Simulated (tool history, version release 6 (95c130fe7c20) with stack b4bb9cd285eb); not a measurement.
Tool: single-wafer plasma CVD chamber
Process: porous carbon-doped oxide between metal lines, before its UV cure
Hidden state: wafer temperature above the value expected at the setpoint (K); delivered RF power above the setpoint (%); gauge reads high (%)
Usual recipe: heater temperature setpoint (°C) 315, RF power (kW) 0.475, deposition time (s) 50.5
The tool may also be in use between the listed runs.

run	hour	heater temperature setpoint (°C)	RF power (kW)	deposition time (s)	wafers since the last listed run	hours since the last thermocouple change	hours since the last RF generator calibration	hours since the showerhead was replaced	hours since the gauge calibration	read-back reference wafer on the same gauge, thickness_nm	mean film thickness on the monitor wafer (angstrom)
1	0	315	0.41	50.5	0	1490.9	2678.4	4551.5	264.6	211.982	1841.32
2	14.7	315	0.41	50.5	280	1505.6	2693.1	4566.2	279.3	212.162	1837.54
3	24.4	315	0.41	50.5	185	1515.3	2702.8	4575.9	289	212.067	1835
4	74.8	315	0.475	55	962	1565.7	2753.2	4626.3	339.4	212.01	2299.96
5	86.7	315	0.475	55	227	1577.6	2765.1	4638.2	351.3	212.099	2308.72
# hour 99: RF generator calibrated
6	99.5	315	0.5	50.5	91	1590.4	0.5	4651	364.1	211.945	2397.33
7	105	315	0.5	50.5	105	1595.9	6	4656.5	369.6	211.919	2390.47
8	112.5	315	0.475	50.5	143	1603.4	13.5	4664	377.1	212.003	2272.23
9	124.8	315	0.475	43.7	234	1615.7	25.8	4676.3	389.4	212.069	1983.07
10	141.3	305	0.475	50.5	315	1632.2	42.3	4692.8	405.9	211.971	2385.95
11	147.5	315	0.475	50.5	118	1638.4	48.5	4699	412.1	212.26	2282.02
12	154.1	303	0.4	58.6	126	1645	55.1	4705.6	418.7	211.939	2366.79
13	168.5	315	0.535	50.5	274	1659.4	69.5	4720	433.1	211.854	2527.68
14	175.1	315	0.475	56.4	126	1666	76.1	4726.6	439.7	211.864	2542.81
15	188.3	315	0.475	50.5	252	1679.2	89.3	4739.8	452.9	212.13	2285.77
# hour 189.2: gauge calibrated
16	200.6	315	0.475	50.5	234	1691.5	101.6	4752.1	11.4	212.106	2273.09
# hour 211: thermocouple changed; heater temperature recalibrated
17	211.5	315	0.475	50.5	55	0.5	112.5	4763	22.3	212.051	2277.03
18	217.7	311	0.54	50.5	118	6.7	118.7	4769.2	28.5	211.923	2578.53
19	226.1	315	0.475	50.5	160	15.1	127.1	4777.6	36.9	212.202	2263.59
20	237.3	321	0.435	60.5	213	26.3	138.3	4788.8	48.1	211.841	2437.04
21	253.6	315	0.475	55	311	42.6	154.6	4805.1	64.4	211.937	2466.07
# hour 264.8: showerhead replaced
22	302.8	310	0.475	50.5	786	91.8	203.8	38	113.6	211.984	2313.7
23	312.7	315	0.445	50.5	189	101.7	213.7	47.9	123.5	211.915	2130.11
24	325.5	309	0.435	50.5	244	114.5	226.5	60.7	136.3	211.951	2124.13
25	360.4	315	0.44	56.6	666	149.4	261.4	95.6	171.2	211.976	2343.4
26	373.6	315	0.395	55.8	252	162.6	274.6	108.8	184.4	212.009	2075.74
27	386.3	320	0.475	55.1	242	175.3	287.3	121.5	197.1	211.834	2382.38
28	399.4	323	0.445	50.5	250	188.4	300.4	134.6	210.2	212.004	2031.24
29	407.6	329	0.52	43.1	156	196.6	308.6	142.8	218.4	212.138	1944.32
30	419.4	315	0.56	43.6	225	208.4	320.4	154.6	230.2	212.112	2209.78
31	431.6	315	0.425	50.5	232	220.6	332.6	166.8	242.4	212.024	2014.24
32	443.5	306	0.565	41.2	227	232.5	344.5	178.7	254.3	212.11	2193.97
33	450	324	0.475	40.9	124	239	351	185.2	260.8	212.04	1742.4

5 ways to go on from here, each from the tool as it stands after run 33. What would each give?
A	450.4	330	0.475	50.5	7	239.4	351.4	185.6	261.2	?	?
B	450.4	307	0.475	45.1	7	239.4	351.4	185.6	261.2	?	?
C	450.4	315	0.445	53.9	7	239.4	351.4	185.6	261.2	?	?
D	450.4	315	0.475	43.1	7	239.4	351.4	185.6	261.2	?	?
E	450.4	315	0.42	45.6	7	239.4	351.4	185.6	261.2	?	?

run	read-back reference wafer on the same gauge, thickness_nm	mean film thickness on the monitor wafer (angstrom)
A	211.907	2089.28
B	211.907	2074.26
C	211.907	2236.05
D	211.907	1911.61
E	211.907	1794.5
Had the tool no hidden state, the same runs would have come out as:
run	mean film thickness on the monitor wafer (angstrom)
A	2146.24
B	2130.81
C	2306.31
D	1963.72
E	1850.89

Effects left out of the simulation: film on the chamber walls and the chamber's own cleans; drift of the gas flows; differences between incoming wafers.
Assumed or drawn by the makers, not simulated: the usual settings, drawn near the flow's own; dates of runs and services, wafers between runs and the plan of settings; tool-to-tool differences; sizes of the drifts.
